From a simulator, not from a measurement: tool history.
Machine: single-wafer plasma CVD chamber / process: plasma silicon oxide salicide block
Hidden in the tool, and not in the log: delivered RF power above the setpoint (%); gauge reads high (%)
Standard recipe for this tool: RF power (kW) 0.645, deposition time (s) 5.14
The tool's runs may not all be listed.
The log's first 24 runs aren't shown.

run   hour  RF power (kW)  deposition time (s)  wafers since the last listed run  hours since the last RF generator calibration  hours since the showerhead was replaced  hours since the gauge calibration  read-back reference wafer on the same gauge, thickness_nm  mean film thickness on the monitor wafer (nm)
 25  284.9          0.615                 4.30                               509                                           85.7                                   5620.8                              441.6                                                     62.225                                         43.801
 26  297.4          0.535                 5.40                               455                                           98.2                                   5633.3                              454.1                                                     62.205                                         53.433
     306.1  -- gauge calibrated
 27  307.6          0.520                 5.67                               371                                          108.4                                   5643.5                                1.5                                                     62.211                                         54.353
 28  314.6          0.680                 4.46                               254                                          115.4                                   5650.5                                8.5                                                     62.286                                         46.909
 29  328.4          0.540                 4.55                               502                                          129.2                                   5664.3                               22.3                                                     62.239                                         44.458
     344.2  -- showerhead replaced
 30  344.7          0.645                 4.66                               302                                          145.5                                      0.5                               38.6                                                     62.080                                         48.671
 31  358.3          0.580                 4.29                               495                                          159.1                                     14.1                               52.2                                                     62.188                                         42.877
 32  372.9          0.535                 4.37                               531                                          173.7                                     28.7                               66.8                                                     62.217                                         43.410
 33  382.1          0.585                 4.46                               335                                          182.9                                     37.9                               76.0                                                     62.180                                         44.588
 34  388.7          0.690                 5.58                               240                                          189.5                                     44.5                               82.6                                                     62.264                                         58.947
 35  396.4          0.645                 5.45                               280                                          197.2                                     52.2                               90.3                                                     62.148                                         56.276
 36  411.5          0.535                 4.63                               549                                          212.3                                     67.3                              105.4                                                     62.209                                         45.476
 37  421.6          0.685                 5.49                               367                                          222.4                                     77.4                              115.5                                                     62.159                                         57.553
 38  434.0          0.560                 4.19                               451                                          234.8                                     89.8                              127.9                                                     62.207                                         41.090
 39  442.8          0.645                 5.14                               320                                          243.6                                     98.6                              136.7                                                     62.323                                         53.069
 40  451.6          0.645                 4.23                               320                                          252.4                                    107.4                              145.5                                                     62.279                                         43.920
 41  460.2          0.645                 5.14                               313                                          261.0                                    116.0                              154.1                                                     62.181                                         52.649

Run 42 has not been measured yet. What should we expect?
 42  507.8          0.730                 4.87                              1733                                          308.6                                    163.6                              201.7                                                          ?                                              ?

{"run 42": {"read-back reference wafer on the same gauge, thickness_nm": 62.27, "mean film thickness on the monitor wafer (nm)": 52.315}}
With no hidden state in the tool, this same run would have given mean film thickness on the monitor wafer (nm) 52.315.
